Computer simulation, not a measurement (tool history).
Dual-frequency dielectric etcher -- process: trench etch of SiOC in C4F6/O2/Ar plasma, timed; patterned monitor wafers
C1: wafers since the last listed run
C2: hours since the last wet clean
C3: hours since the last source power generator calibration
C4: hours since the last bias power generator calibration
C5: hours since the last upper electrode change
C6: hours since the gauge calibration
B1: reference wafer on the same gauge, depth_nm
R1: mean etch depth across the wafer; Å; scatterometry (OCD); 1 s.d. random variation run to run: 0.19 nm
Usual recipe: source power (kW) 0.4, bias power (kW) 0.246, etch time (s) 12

Run 1, hour 0: usual settings; C1 0; C2 64.2; C3 2889.6; C4 2877.9; C5 2704.3; C6 519.6; B1 25.95. Result: R1 272.3 Å.
At hour 33.1: gauge calibrated.
Run 2, hour 69.8: usual settings; C1 1234; C2 134; C3 2959.4; C4 2947.7; C5 2774.1; C6 36.7; B1 25.98. Result: R1 275 Å.
Run 3, hour 95.3: usual settings but etch time (s) 10; C1 450; C2 159.5; C3 2984.9; C4 2973.2; C5 2799.6; C6 62.2; B1 26.01. Result: R1 230.3 Å.
Run 4, hour 135.5: usual settings but etch time (s) 10; C1 710; C2 199.7; C3 3025.1; C4 3013.4; C5 2839.8; C6 102.4; B1 25.98. Result: R1 231.7 Å.
Run 5, hour 172.3: usual settings; C1 650; C2 236.5; C3 3061.9; C4 3050.2; C5 2876.6; C6 139.2; B1 25.98. Result: R1 276.3 Å.
At hour 354.9: bias power generator calibrated.
At hour 369: wet clean of the chamber.
Run 6, hour 376.9: usual settings; C1 3298; C2 7.9; C3 3266.5; C4 22; C5 3081.2; C6 343.8; B1 25.96. Result: R1 269.8 Å.
At hour 422.6: upper electrode replaced.
Run 7, hour 423: usual settings but etch time (s) 13; C1 390; C2 54; C3 3312.6; C4 68.1; C5 0.4; C6 389.9; B1 26. Result: R1 293.7 Å.
At hour 472.3: source power generator calibrated.
Run 8, hour 491: usual settings; C1 1131; C2 122; C3 18.7; C4 136.1; C5 68.4; C6 457.9; B1 25.99. Result: R1 275 Å.
Run 9, hour 547.9: usual settings but etch time (s) 13; C1 1006; C2 178.9; C3 75.6; C4 193; C5 125.3; C6 514.8; B1 25.99. Result: R1 300.1 Å.
Run 10, hour 588.1: usual settings but etch time (s) 15; C1 710; C2 219.1; C3 115.8; C4 233.2; C5 165.5; C6 555; B1 25.99. Result: R1 350.9 Å.
At hour 614.8: gauge calibrated.
Run 11, hour 656.7: usual settings but source power (kW) 0.36, bias power (kW) 0.303, etch time (s) 15; C1 1213; C2 287.7; C3 184.4; C4 301.8; C5 234.1; C6 41.9; B1 25.99. Result: R1 370 Å.
Run 12, hour 722.7: usual settings but source power (kW) 0.32, bias power (kW) 0.278, etch time (s) 10.5; C1 1167; C2 353.7; C3 250.4; C4 367.8; C5 300.1; C6 107.9; B1 26.01. Result: R1 240.5 Å.
Run 13, hour 779.5: usual settings but bias power (kW) 0.211, etch time (s) 13; C1 1004; C2 410.5; C3 307.2; C4 424.6; C5 356.9; C6 164.7; B1 25.98. Result: R1 284 Å.
At hour 814.7: wet clean of the chamber.
Run 14, hour 828.3: usual settings; C1 438; C2 13.6; C3 356; C4 473.4; C5 405.7; C6 213.5; B1 26. Result: R1 271 Å.
Run 15, hour 880.5: usual settings but source power (kW) 0.48, bias power (kW) 0.219, etch time (s) 15; C1 923; C2 65.8; C3 408.2; C4 525.6; C5 457.9; C6 265.7; B1 25.94. Result: R1 346.1 Å.
Run 16, hour 934: usual settings; C1 946; C2 119.3; C3 461.7; C4 579.1; C5 511.4; C6 319.2; B1 25.93. Result: R1 273.9 Å.

Table of differences, measured result less the result of that run with no hidden state. Run-to-run variation is the same in both. Gauge scatter possibly is not:
What the log doesn't record here: etch rate over this chamber's usual, %; source power that arrives over what is set, %; bias power that arrives over what is set, %; gauge reads high (%).
run     R1
  1   +1.6
  2   +3.6
  3   +3.7
  4   +4.7
  5   +6.6
  6   +0.1
  7   +1.6
  8   +3.4
  9   +5.5
 10   +7.8
 11  +10.8
 12   +8.6
 13  +11.8
 14   +1.6
 15   +3.9
 16   +4.7
